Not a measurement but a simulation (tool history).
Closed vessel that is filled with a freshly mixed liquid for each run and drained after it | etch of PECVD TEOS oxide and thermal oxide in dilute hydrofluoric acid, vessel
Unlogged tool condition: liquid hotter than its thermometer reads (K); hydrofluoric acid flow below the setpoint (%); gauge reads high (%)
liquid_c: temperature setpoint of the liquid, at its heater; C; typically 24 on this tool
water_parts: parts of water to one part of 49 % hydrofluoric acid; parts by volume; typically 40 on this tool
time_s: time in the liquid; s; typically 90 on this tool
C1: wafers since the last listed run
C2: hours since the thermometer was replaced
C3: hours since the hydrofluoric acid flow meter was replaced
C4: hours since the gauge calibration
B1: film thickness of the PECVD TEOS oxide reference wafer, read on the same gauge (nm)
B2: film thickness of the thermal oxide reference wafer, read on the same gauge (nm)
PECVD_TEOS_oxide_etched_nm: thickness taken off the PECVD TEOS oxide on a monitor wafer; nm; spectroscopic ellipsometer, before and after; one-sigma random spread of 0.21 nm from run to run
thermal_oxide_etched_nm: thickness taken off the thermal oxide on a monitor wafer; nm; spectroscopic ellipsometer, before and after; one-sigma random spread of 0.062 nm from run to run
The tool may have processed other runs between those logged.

run 1 hour=0 | liquid_c=21 water_parts=40 time_s=90 | C1=0 C2=2356.4 C3=1.7 C4=420.1 | B1=120.02 B2=79.99 | PECVD_TEOS_oxide_etched_nm=43.39 thermal_oxide_etched_nm=11.27
run 2 hour=11.9 | liquid_c=21 water_parts=40 time_s=90 | C1=1406 C2=2368.3 C3=13.6 C4=432 | B1=120.02 B2=79.97 | PECVD_TEOS_oxide_etched_nm=43.4 thermal_oxide_etched_nm=11.3
run 3 hour=24.8 | liquid_c=21 water_parts=40 time_s=90 | C1=1525 C2=2381.2 C3=26.5 C4=444.9 | B1=120 B2=80.02 | PECVD_TEOS_oxide_etched_nm=43.63 thermal_oxide_etched_nm=11.24
run 4 hour=31.4 | liquid_c=24 water_parts=30 time_s=90 | C1=780 C2=2387.8 C3=33.1 C4=451.5 | B1=119.98 B2=80 | PECVD_TEOS_oxide_etched_nm=66.78 thermal_oxide_etched_nm=17.44
run 5 hour=38.4 | liquid_c=24 water_parts=30 time_s=90 | C1=827 C2=2394.8 C3=40.1 C4=458.5 | B1=119.95 B2=80 | PECVD_TEOS_oxide_etched_nm=66.76 thermal_oxide_etched_nm=17.19
run 6 hour=49.8 | liquid_c=19.5 water_parts=25 time_s=125 | C1=1347 C2=2406.2 C3=51.5 C4=469.9 | B1=119.97 B2=80.01 | PECVD_TEOS_oxide_etched_nm=92.65 thermal_oxide_etched_nm=24.18
run 7 hour=59.1 | liquid_c=24 water_parts=40 time_s=90 | C1=1099 C2=2415.5 C3=60.8 C4=479.2 | B1=119.99 B2=79.98 | PECVD_TEOS_oxide_etched_nm=49.5 thermal_oxide_etched_nm=12.78
-- hour=92.9 thermometer replaced
run 8 hour=109.3 | liquid_c=24 water_parts=40 time_s=90 | C1=5816 C2=16.4 C3=111 C4=529.4 | B1=119.99 B2=80 | PECVD_TEOS_oxide_etched_nm=45.91 thermal_oxide_etched_nm=11.86
run 9 hour=118.7 | liquid_c=24 water_parts=40 time_s=90 | C1=1111 C2=25.8 C3=120.4 C4=538.8 | B1=120.02 B2=80 | PECVD_TEOS_oxide_etched_nm=45.92 thermal_oxide_etched_nm=11.94
run 10 hour=127.5 | liquid_c=20 water_parts=30 time_s=125 | C1=1040 C2=34.6 C3=129.2 C4=547.6 | B1=120 B2=80 | PECVD_TEOS_oxide_etched_nm=72.6 thermal_oxide_etched_nm=19.02
run 11 hour=143.5 | liquid_c=28.5 water_parts=40 time_s=90 | C1=1891 C2=50.6 C3=145.2 C4=563.6 | B1=120.01 B2=80.01 | PECVD_TEOS_oxide_etched_nm=54.96 thermal_oxide_etched_nm=14.19
run 12 hour=153.1 | liquid_c=19 water_parts=30 time_s=105 | C1=1134 C2=60.2 C3=154.8 C4=573.2 | B1=119.98 B2=80.02 | PECVD_TEOS_oxide_etched_nm=58.67 thermal_oxide_etched_nm=15.05
run 13 hour=177.2 | liquid_c=22 water_parts=25 time_s=110 | C1=2849 C2=84.3 C3=178.9 C4=597.3 | B1=120.02 B2=79.99 | PECVD_TEOS_oxide_etched_nm=83.82 thermal_oxide_etched_nm=21.86
run 14 hour=184.7 | liquid_c=24 water_parts=60 time_s=90 | C1=886 C2=91.8 C3=186.4 C4=604.8 | B1=119.96 B2=79.99 | PECVD_TEOS_oxide_etched_nm=29.73 thermal_oxide_etched_nm=7.58
run 15 hour=195.9 | liquid_c=19.5 water_parts=25 time_s=90 | C1=1324 C2=103 C3=197.6 C4=616 | B1=119.99 B2=79.99 | PECVD_TEOS_oxide_etched_nm=61.63 thermal_oxide_etched_nm=15.81
-- hour=203.5 gauge calibrated
run 16 hour=245.6 | liquid_c=24 water_parts=55 time_s=90 | C1=5875 C2=152.7 C3=247.3 C4=42.1 | B1=120 B2=80 | PECVD_TEOS_oxide_etched_nm=32.31 thermal_oxide_etched_nm=8.44
run 17 hour=255.5 | liquid_c=26 water_parts=60 time_s=60 | C1=1170 C2=162.6 C3=257.2 C4=52 | B1=120.03 B2=79.98 | PECVD_TEOS_oxide_etched_nm=21.43 thermal_oxide_etched_nm=5.5
run 18 hour=270.2 | liquid_c=27 water_parts=40 time_s=90 | C1=1737 C2=177.3 C3=271.9 C4=66.7 | B1=120.01 B2=79.99 | PECVD_TEOS_oxide_etched_nm=51.37 thermal_oxide_etched_nm=13.36
run 19 hour=286.2 | liquid_c=24 water_parts=40 time_s=90 | C1=1891 C2=193.3 C3=287.9 C4=82.7 | B1=120 B2=80 | PECVD_TEOS_oxide_etched_nm=45.38 thermal_oxide_etched_nm=11.89
run 20 hour=294.9 | liquid_c=24 water_parts=40 time_s=90 | C1=1028 C2=202 C3=296.6 C4=91.4 | B1=119.96 B2=79.99 | PECVD_TEOS_oxide_etched_nm=44.96 thermal_oxide_etched_nm=11.63
run 21 hour=300.9 | liquid_c=24 water_parts=40 time_s=90 | C1=709 C2=208 C3=302.6 C4=97.4 | B1=120.04 B2=79.99 | PECVD_TEOS_oxide_etched_nm=45.11 thermal_oxide_etched_nm=11.89
run 22 hour=309.5 | liquid_c=22 water_parts=40 time_s=125 | C1=1016 C2=216.6 C3=311.2 C4=106 | B1=120.01 B2=79.99 | PECVD_TEOS_oxide_etched_nm=58.59 thermal_oxide_etched_nm=15.09
run 23 hour=317.9 | liquid_c=22.5 water_parts=30 time_s=50 | C1=993 C2=225 C3=319.6 C4=114.4 | B1=119.97 B2=80.01 | PECVD_TEOS_oxide_etched_nm=32.17 thermal_oxide_etched_nm=8.28
run 24 hour=325.8 | liquid_c=24 water_parts=40 time_s=90 | C1=934 C2=232.9 C3=327.5 C4=122.3 | B1=119.96 B2=80.02 | PECVD_TEOS_oxide_etched_nm=45.85 thermal_oxide_etched_nm=11.86
run 25 hour=334.1 | liquid_c=22.5 water_parts=40 time_s=90 | C1=981 C2=241.2 C3=335.8 C4=130.6 | B1=119.99 B2=80.01 | PECVD_TEOS_oxide_etched_nm=42.64 thermal_oxide_etched_nm=11.09

Expected results for the next run?
run 26 hour=345.1 | liquid_c=24 water_parts=40 time_s=90 | C1=1300 C2=252.2 C3=346.8 C4=141.6 | B1=? B2=? | PECVD_TEOS_oxide_etched_nm=? thermal_oxide_etched_nm=?

B1: 120.02
B2: 80.01
PECVD_TEOS_oxide_etched_nm: 45.53 nm
thermal_oxide_etched_nm: 11.84 nm
Take away the tool's hidden state, keep the run-to-run variation as it was, and the same run would have given PECVD_TEOS_oxide_etched_nm 45.26 nm, thermal_oxide_etched_nm 11.77 nm.

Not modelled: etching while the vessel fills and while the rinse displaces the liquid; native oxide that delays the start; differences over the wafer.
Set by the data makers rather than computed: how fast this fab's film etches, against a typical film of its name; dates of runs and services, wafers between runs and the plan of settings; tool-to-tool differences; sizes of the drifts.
